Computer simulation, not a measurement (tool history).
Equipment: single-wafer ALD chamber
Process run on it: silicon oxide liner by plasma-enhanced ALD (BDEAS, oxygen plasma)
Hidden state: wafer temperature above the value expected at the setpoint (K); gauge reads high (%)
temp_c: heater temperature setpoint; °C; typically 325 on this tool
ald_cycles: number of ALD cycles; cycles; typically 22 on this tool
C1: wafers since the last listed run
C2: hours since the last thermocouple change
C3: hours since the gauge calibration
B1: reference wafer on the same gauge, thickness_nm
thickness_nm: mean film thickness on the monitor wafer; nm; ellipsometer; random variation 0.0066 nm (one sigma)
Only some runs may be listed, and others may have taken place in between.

Run 1, hour 0: usual settings but ald_cycles 23 cycles; C1 0; C2 1285.9; C3 105.6; B1 1.7. Result: thickness_nm 2.189 nm.
Run 2, hour 32: usual settings but ald_cycles 23 cycles; C1 511; C2 1317.9; C3 137.6; B1 1.7. Result: thickness_nm 2.186 nm.
Run 3, hour 65.3: usual settings but ald_cycles 25 cycles; C1 532; C2 1351.2; C3 170.9; B1 1.702. Result: thickness_nm 2.379 nm.
Run 4, hour 97.9: usual settings but ald_cycles 25 cycles; C1 520; C2 1383.8; C3 203.5; B1 1.704. Result: thickness_nm 2.383 nm.
Run 5, hour 202.5: usual settings; C1 1671; C2 1488.4; C3 308.1; B1 1.712. Result: thickness_nm 2.106 nm.
Run 6, hour 215: usual settings but ald_cycles 19 cycles; C1 199; C2 1500.9; C3 320.6; B1 1.713. Result: thickness_nm 1.818 nm.
Run 7, hour 250.3: usual settings but ald_cycles 19 cycles; C1 564; C2 1536.2; C3 355.9; B1 1.717. Result: thickness_nm 1.84 nm.
Run 8, hour 265.6: usual settings but ald_cycles 19 cycles; C1 244; C2 1551.5; C3 371.2; B1 1.719. Result: thickness_nm 1.823 nm.
At hour 302.7: thermocouple changed; heater temperature recalibrated.
At hour 336.1: gauge calibrated.
Run 9, hour 352.6: usual settings; C1 1262; C2 49.9; C3 16.5; B1 1.699. Result: thickness_nm 2.098 nm.
Run 10, hour 385.6: usual settings; C1 527; C2 82.9; C3 49.5; B1 1.699. Result: thickness_nm 2.091 nm.
Run 11, hour 407.9: usual settings but temp_c 311 °C; C1 356; C2 105.2; C3 71.8; B1 1.699. Result: thickness_nm 2.135 nm.
Run 12, hour 440.3: usual settings but ald_cycles 19 cycles; C1 517; C2 137.6; C3 104.2; B1 1.7. Result: thickness_nm 1.815 nm.
Run 13, hour 461: usual settings but temp_c 316 °C, ald_cycles 24 cycles; C1 330; C2 158.3; C3 124.9; B1 1.7. Result: thickness_nm 2.316 nm.
Run 14, hour 493.1: usual settings; C1 513; C2 190.4; C3 157; B1 1.702. Result: thickness_nm 2.094 nm.
Run 15, hour 510.5: usual settings but temp_c 336 °C; C1 278; C2 207.8; C3 174.4; B1 1.704. Result: thickness_nm 2.058 nm.
Run 16, hour 537.4: usual settings but temp_c 332 °C, ald_cycles 20 cycles; C1 429; C2 234.7; C3 201.3; B1 1.704. Result: thickness_nm 1.881 nm.
Run 17, hour 559.8: usual settings but temp_c 314 °C, ald_cycles 25 cycles; C1 357; C2 257.1; C3 223.7; B1 1.706. Result: thickness_nm 2.432 nm.
Run 18, hour 586.1: usual settings but ald_cycles 20 cycles; C1 420; C2 283.4; C3 250; B1 1.709. Result: thickness_nm 1.916 nm.
Run 19, hour 607.1: usual settings; C1 335; C2 304.4; C3 271; B1 1.71. Result: thickness_nm 2.116 nm.
Run 20, hour 634.2: usual settings but temp_c 319 °C, ald_cycles 25 cycles; C1 433; C2 331.5; C3 298.1; B1 1.713. Result: thickness_nm 2.415 nm.
Run 21, hour 648.9: usual settings; C1 234; C2 346.2; C3 312.8; B1 1.715. Result: thickness_nm 2.117 nm.

Predict each of these 4 candidate next runs independently; none follows another, all start after run 21:
Run A, hour 649.3: usual settings; C1 6; C2 346.6; C3 313.2; B1 ?. Result: thickness_nm ?.
Run B, hour 649.3: usual settings but ald_cycles 26 cycles; C1 6; C2 346.6; C3 313.2; B1 ?. Result: thickness_nm ?.
Run C, hour 649.3: usual settings but temp_c 332 °C, ald_cycles 24 cycles; C1 6; C2 346.6; C3 313.2; B1 ?. Result: thickness_nm ?.
Run D, hour 649.3: usual settings but temp_c 316 °C; C1 6; C2 346.6; C3 313.2; B1 ?. Result: thickness_nm ?.

run     B1  thickness_nm
  A  1.714         2.119
  B  1.714         2.504
  C  1.714         2.285
  D  1.714          2.15
With no hidden state in the tool, these same runs would have given:
run  thickness_nm
  A         2.102
  B         2.484
  C         2.266
  D         2.133
